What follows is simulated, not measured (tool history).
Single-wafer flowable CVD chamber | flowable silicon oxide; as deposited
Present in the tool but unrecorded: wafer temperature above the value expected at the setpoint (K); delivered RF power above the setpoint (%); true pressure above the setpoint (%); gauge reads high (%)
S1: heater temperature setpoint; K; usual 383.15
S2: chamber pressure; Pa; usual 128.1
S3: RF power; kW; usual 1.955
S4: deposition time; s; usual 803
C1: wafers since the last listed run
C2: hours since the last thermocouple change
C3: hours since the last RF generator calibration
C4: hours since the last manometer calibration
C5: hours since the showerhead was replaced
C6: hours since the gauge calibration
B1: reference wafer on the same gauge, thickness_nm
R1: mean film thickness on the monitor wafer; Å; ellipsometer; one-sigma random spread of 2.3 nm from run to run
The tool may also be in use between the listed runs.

{"run": 1, "hour": 0.0, "S1": 383.15, "S2": 128.1, "S3": 1.685, "S4": 870, "C1": 0, "C2": 2498.6, "C3": 1177.6, "C4": 864.5, "C5": 5260.3, "C6": 570.7, "B1": 421.134, "R1": 4075.0}
{"hour": 28.6, "done": "capacitance manometer re-zeroed and calibrated"}
{"run": 2, "hour": 56.5, "S1": 383.15, "S2": 128.1, "S3": 2.07, "S4": 803, "C1": 91, "C2": 2555.1, "C3": 1234.1, "C4": 27.9, "C5": 5316.8, "C6": 627.2, "B1": 420.704, "R1": 3934.45}
{"run": 3, "hour": 114.3, "S1": 383.15, "S2": 128.1, "S3": 2.07, "S4": 803, "C1": 109, "C2": 2612.9, "C3": 1291.9, "C4": 85.7, "C5": 5374.6, "C6": 685.0, "B1": 420.782, "R1": 3895.8}
{"run": 4, "hour": 335.1, "S1": 383.15, "S2": 128.1, "S3": 2.07, "S4": 803, "C1": 418, "C2": 2833.7, "C3": 1512.7, "C4": 306.5, "C5": 5595.4, "C6": 905.8, "B1": 421.203, "R1": 3900.7}
{"run": 5, "hour": 396.4, "S1": 383.15, "S2": 150.1, "S3": 1.955, "S4": 803, "C1": 116, "C2": 2895.0, "C3": 1574.0, "C4": 367.8, "C5": 5656.7, "C6": 967.1, "B1": 421.422, "R1": 4442.26}
{"run": 6, "hour": 503.2, "S1": 390.15, "S2": 110.8, "S3": 1.955, "S4": 803, "C1": 202, "C2": 3001.8, "C3": 1680.8, "C4": 474.6, "C5": 5763.5, "C6": 1073.9, "B1": 421.273, "R1": 2574.76}
{"hour": 544.3, "done": "RF generator calibrated"}
{"run": 7, "hour": 544.8, "S1": 383.15, "S2": 128.1, "S3": 1.955, "S4": 678, "C1": 63, "C2": 3043.4, "C3": 0.5, "C4": 516.2, "C5": 5805.1, "C6": 1115.5, "B1": 421.412, "R1": 3213.18}
{"run": 8, "hour": 581.3, "S1": 383.15, "S2": 128.1, "S3": 1.955, "S4": 678, "C1": 69, "C2": 3079.9, "C3": 37.0, "C4": 552.7, "C5": 5841.6, "C6": 1152.0, "B1": 421.24, "R1": 3215.88}
{"hour": 595.6, "done": "thermocouple changed; heater temperature recalibrated"}
{"run": 9, "hour": 669.1, "S1": 383.15, "S2": 128.1, "S3": 1.955, "S4": 678, "C1": 151, "C2": 73.5, "C3": 124.8, "C4": 640.5, "C5": 5929.4, "C6": 1239.8, "B1": 420.87, "R1": 3433.17}
{"run": 10, "hour": 750.1, "S1": 383.15, "S2": 128.1, "S3": 1.955, "S4": 803, "C1": 153, "C2": 154.5, "C3": 205.8, "C4": 721.5, "C5": 6010.4, "C6": 1320.8, "B1": 420.782, "R1": 4114.25}
{"run": 11, "hour": 848.2, "S1": 383.15, "S2": 128.1, "S3": 1.955, "S4": 803, "C1": 185, "C2": 252.6, "C3": 303.9, "C4": 819.6, "C5": 6108.5, "C6": 1418.9, "B1": 420.999, "R1": 4102.89}
{"run": 12, "hour": 906.8, "S1": 383.15, "S2": 152.5, "S3": 1.565, "S4": 803, "C1": 111, "C2": 311.2, "C3": 362.5, "C4": 878.2, "C5": 6167.1, "C6": 1477.5, "B1": 420.753, "R1": 4647.61}
{"run": 13, "hour": 957.1, "S1": 383.15, "S2": 148.5, "S3": 1.645, "S4": 852, "C1": 95, "C2": 361.5, "C3": 412.8, "C4": 928.5, "C5": 6217.4, "C6": 1527.8, "B1": 420.934, "R1": 4808.55}
{"hour": 987.7, "done": "showerhead replaced"}
{"hour": 1000.3, "done": "capacitance manometer re-zeroed and calibrated"}
{"run": 14, "hour": 1012.7, "S1": 383.15, "S2": 140.9, "S3": 1.955, "S4": 803, "C1": 75, "C2": 417.1, "C3": 468.4, "C4": 12.4, "C5": 25.0, "C6": 1583.4, "B1": 420.984, "R1": 4473.85}
{"run": 15, "hour": 1072.0, "S1": 383.15, "S2": 110.3, "S3": 1.955, "S4": 803, "C1": 112, "C2": 476.4, "C3": 527.7, "C4": 71.7, "C5": 84.3, "C6": 1642.7, "B1": 421.537, "R1": 3546.75}
{"run": 16, "hour": 1139.7, "S1": 383.15, "S2": 144.0, "S3": 1.955, "S4": 731, "C1": 128, "C2": 544.1, "C3": 595.4, "C4": 139.4, "C5": 152.0, "C6": 1710.4, "B1": 420.74, "R1": 4202.84}
{"run": 17, "hour": 1205.2, "S1": 383.15, "S2": 128.1, "S3": 1.955, "S4": 945, "C1": 124, "C2": 609.6, "C3": 660.9, "C4": 204.9, "C5": 217.5, "C6": 1775.9, "B1": 420.995, "R1": 4804.1}
{"hour": 1249.6, "done": "gauge calibrated"}
{"run": 18, "hour": 1281.4, "S1": 370.15, "S2": 128.1, "S3": 1.955, "S4": 678, "C1": 144, "C2": 685.8, "C3": 737.1, "C4": 281.1, "C5": 293.7, "C6": 31.8, "B1": 421.206, "R1": 5604.08}
{"run": 19, "hour": 1358.4, "S1": 383.15, "S2": 128.1, "S3": 1.955, "S4": 803, "C1": 145, "C2": 762.8, "C3": 814.1, "C4": 358.1, "C5": 370.7, "C6": 108.8, "B1": 421.294, "R1": 4063.33}
{"run": 20, "hour": 1404.3, "S1": 383.15, "S2": 128.1, "S3": 1.955, "S4": 803, "C1": 87, "C2": 808.7, "C3": 860.0, "C4": 404.0, "C5": 416.6, "C6": 154.7, "B1": 421.029, "R1": 4043.65}
{"run": 21, "hour": 1482.7, "S1": 373.15, "S2": 128.1, "S3": 1.725, "S4": 803, "C1": 148, "C2": 887.1, "C3": 938.4, "C4": 482.4, "C5": 495.0, "C6": 233.1, "B1": 421.047, "R1": 5839.56}
{"run": 22, "hour": 1645.4, "S1": 391.15, "S2": 159.6, "S3": 1.955, "S4": 803, "C1": 308, "C2": 1049.8, "C3": 1101.1, "C4": 645.1, "C5": 657.7, "C6": 395.8, "B1": 421.279, "R1": 3795.39}
{"run": 23, "hour": 1692.1, "S1": 393.15, "S2": 98.8, "S3": 1.695, "S4": 697, "C1": 88, "C2": 1096.5, "C3": 1147.8, "C4": 691.8, "C5": 704.4, "C6": 442.5, "B1": 420.873, "R1": 1856.6}

Hidden condition of the tool, last listed run before each entry between runs versus first listed run after:
From run 1 to run 2: capacitance manometer re-zeroed and calibrated (hour 28.6)
  wafer temperature above the value expected at the setpoint (K): 1.28 -> 1.34
  difference, measured minus the result without the unlogged condition, R1: -191.67 -> -194.46 Å
From run 6 to run 7: RF generator calibrated (hour 544.3)
  wafer temperature above the value expected at the setpoint (K): 1.9 -> 1.95
  difference, measured minus the result without the unlogged condition, R1: -172.62 -> -233.07 Å
From run 8 to run 9: thermocouple changed; heater temperature recalibrated (hour 595.6)
  wafer temperature above the value expected at the setpoint (K): 2 -> -0.0819
  difference, measured minus the result without the unlogged condition, R1: -239.41 -> +10.39 Å
From run 13 to run 14: showerhead replaced (hour 987.7); capacitance manometer re-zeroed and calibrated (hour 1000.3)
  wafer temperature above the value expected at the setpoint (K): -0.0539 -> -0.0443
  difference, measured minus the result without the unlogged condition, R1: +9.59 -> +7.32 Å
From run 17 to run 18: gauge calibrated (hour 1249.6)
  wafer temperature above the value expected at the setpoint (K): -0.000196 -> 0.0218
  difference, measured minus the result without the unlogged condition, R1: +0.04 -> -4.62 Å
